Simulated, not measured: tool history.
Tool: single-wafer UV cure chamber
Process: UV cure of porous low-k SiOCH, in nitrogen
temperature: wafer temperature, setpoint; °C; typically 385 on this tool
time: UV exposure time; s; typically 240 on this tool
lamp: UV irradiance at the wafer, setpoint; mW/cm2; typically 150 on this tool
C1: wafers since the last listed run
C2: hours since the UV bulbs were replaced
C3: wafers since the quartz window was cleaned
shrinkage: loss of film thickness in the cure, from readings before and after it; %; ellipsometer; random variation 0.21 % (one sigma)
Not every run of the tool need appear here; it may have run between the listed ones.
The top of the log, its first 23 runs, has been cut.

Run 24, hour 1184.8: usual settings but temperature 374 °C, time 360 s, lamp 129 mW/cm2; C1 181; C2 498.7; C3 1657. Result: shrinkage 15.421 %.
Run 25, hour 1240.2: usual settings but temperature 367 °C; C1 203; C2 554.1; C3 1861. Result: shrinkage 13.880 %.
Run 26, hour 1264.4: usual settings but temperature 371 °C, time 375 s, lamp 111 mW/cm2; C1 88; C2 578.3; C3 1949. Result: shrinkage 14.382 %.
Run 27, hour 1299.5: usual settings; C1 128; C2 613.4; C3 2078. Result: shrinkage 14.159 %.
Run 28, hour 1330.4: usual settings; C1 113; C2 644.3; C3 2192. Result: shrinkage 13.872 %.
Run 29, hour 1357.7: usual settings but lamp 123 mW/cm2; C1 100; C2 671.6; C3 2292. Result: shrinkage 13.479 %.
Run 30, hour 1402.5: usual settings but time 345 s, lamp 170 mW/cm2; C1 164; C2 716.4; C3 2457. Result: shrinkage 16.456 %.
Run 31, hour 1442.4: usual settings but lamp 173 mW/cm2; C1 146; C2 756.3; C3 2604. Result: shrinkage 14.512 %.
At hour 1473.9: UV bulbs replaced.
Run 32, hour 1483.9: usual settings but temperature 395 °C, time 135 s, lamp 167 mW/cm2; C1 123; C2 10.0; C3 2727. Result: shrinkage 12.022 %.
Run 33, hour 1530.9: usual settings but temperature 401 °C; C1 172; C2 57.0; C3 2899. Result: shrinkage 14.899 %.
At hour 1541.9: quartz window cleaned.
Run 34, hour 1562.2: usual settings but temperature 401 °C, time 345 s; C1 85; C2 88.3; C3 74. Result: shrinkage 16.993 %.
Run 35, hour 1695.0: usual settings; C1 488; C2 221.1; C3 562. Result: shrinkage 14.529 %.
Run 36, hour 1736.0: usual settings but temperature 392 °C, time 110 s, lamp 172 mW/cm2; C1 150; C2 262.1; C3 713. Result: shrinkage 11.793 %.
Run 37, hour 1868.6: usual settings but temperature 404 °C; C1 487; C2 394.7; C3 1200. Result: shrinkage 14.810 %.
Run 38, hour 1898.1: usual settings but temperature 368 °C; C1 108; C2 424.2; C3 1308. Result: shrinkage 13.829 %.

Predict each of these 5 candidate next runs independently; none follows another, all start after run 38:
Run A, hour 1898.6: usual settings; C1 1; C2 424.7; C3 1310. Result: shrinkage ?.
Run B, hour 1898.6: usual settings but lamp 171 mW/cm2; C1 1; C2 424.7; C3 1310. Result: shrinkage ?.
Run C, hour 1898.6: usual settings but temperature 371 °C, time 170 s, lamp 122 mW/cm2; C1 1; C2 424.7; C3 1310. Result: shrinkage ?.
Run D, hour 1898.6: usual settings but temperature 396 °C, lamp 116 mW/cm2; C1 1; C2 424.7; C3 1310. Result: shrinkage ?.
Run E, hour 1898.6: usual settings but temperature 367 °C, time 335 s, lamp 178 mW/cm2; C1 1; C2 424.7; C3 1310. Result: shrinkage ?.

run  shrinkage
  A     14.112
  B     14.746
  C     11.258
  D     13.092
  E     16.208
With the hidden condition removed and each run's random variation left untouched, the same runs would have given:
run  shrinkage
  A     14.448
  B     15.084
  C     11.575
  D     13.423
  E     16.549
